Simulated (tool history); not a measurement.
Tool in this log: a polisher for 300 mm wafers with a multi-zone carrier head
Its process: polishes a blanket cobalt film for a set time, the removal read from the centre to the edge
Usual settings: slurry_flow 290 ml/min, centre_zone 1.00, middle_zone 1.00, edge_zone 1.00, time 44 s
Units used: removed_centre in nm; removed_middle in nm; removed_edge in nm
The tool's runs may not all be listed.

run	hour	slurry_flow	centre_zone	middle_zone	edge_zone	time	incoming thickness of the incoming film, nm	removed_centre	removed_middle	removed_edge
1	0.0	290	1.00	1.00	1.00	44	1311.5	172.0	164.8	165.5
2	8.0	290	1.00	1.00	1.00	44	1297.6	173.6	163.5	168.4
3	21.5	290	1.00	1.00	1.00	44	1281.6	164.4	163.1	165.8
4	28.9	290	0.97	1.00	1.00	44	1304.1	167.9	160.3	168.1
# hour 36.2: worn pad replaced by a new one
5	44.1	290	0.97	1.00	1.00	44	1303.5	167.4	164.7	166.6
6	61.0	290	1.00	0.95	1.00	44	1321.8	170.9	160.7	167.3
# hour 63.0: edge zone pressure recalibrated
7	73.1	345	1.09	1.00	1.00	50	1298.6	212.6	195.2	193.4
8	84.6	290	1.00	1.04	1.00	44	1329.3	170.1	169.1	167.2
# hour 101.6: carrier head's membrane replaced by a new one
9	102.1	290	1.00	1.00	1.00	44	1325.4	168.5	166.2	168.2
10	106.9	290	1.00	1.00	1.00	48	1312.6	184.8	181.2	180.5
# hour 109.2: slurry nozzle cleaned
11	122.4	290	1.00	1.00	1.00	44	1308.5	172.1	166.3	167.8
# hour 128.4: worn pad replaced by a new one
12	132.4	215	1.03	1.00	0.89	57	1312.2	216.2	207.6	202.4
# hour 135.0: centre zone pressure recalibrated
13	150.2	290	1.00	1.00	1.12	44	1287.8	168.6	163.2	173.9
14	161.5	290	0.96	1.00	1.00	44	1322.7	167.8	167.9	167.5
15	178.0	360	0.91	0.94	1.05	44	1305.1	154.5	160.2	172.2
16	188.4	290	1.00	1.09	0.95	44	1284.4	173.3	174.7	164.4
17	198.7	385	0.94	1.00	1.00	44	1321.5	168.0	170.0	175.1
# hour 207.6: worn pad replaced by a new one
18	208.1	215	0.91	1.00	1.00	44	1290.2	149.2	156.8	164.2
19	222.9	290	0.89	1.00	1.00	44	1327.9	151.6	166.9	167.0
20	237.9	290	0.92	1.00	1.00	44	1308.7	154.8	163.4	168.3
21	249.7	355	1.00	0.91	1.00	40	1315.0	156.7	141.7	157.7
# hour 278.1: worn pad replaced by a new one
22	280.3	250	1.00	1.00	1.00	44	1327.8	167.7	159.6	168.0
23	289.4	290	0.92	1.00	0.92	44	1331.4	156.6	169.2	159.9

Here are 3 independent what-if runs from the current tool condition. What would each one return?
A	289.8	290	1.00	1.00	1.11	44	1301.9	?	?	?
B	289.8	365	0.91	1.00	1.00	44	1301.9	?	?	?
C	289.8	355	0.89	1.09	0.96	44	1301.9	?	?	?

run	removed_centre	removed_middle	removed_edge
A	170.4	165.8	180.5
B	158.5	169.3	174.1
C	154.7	180.0	170.3
Take away the tool's hidden state, keep each run's random variation, and the runs would have read:
run	removed_centre	removed_middle	removed_edge
A	170.4	165.8	180.5
B	158.5	169.3	174.1
C	154.7	180.0	170.3
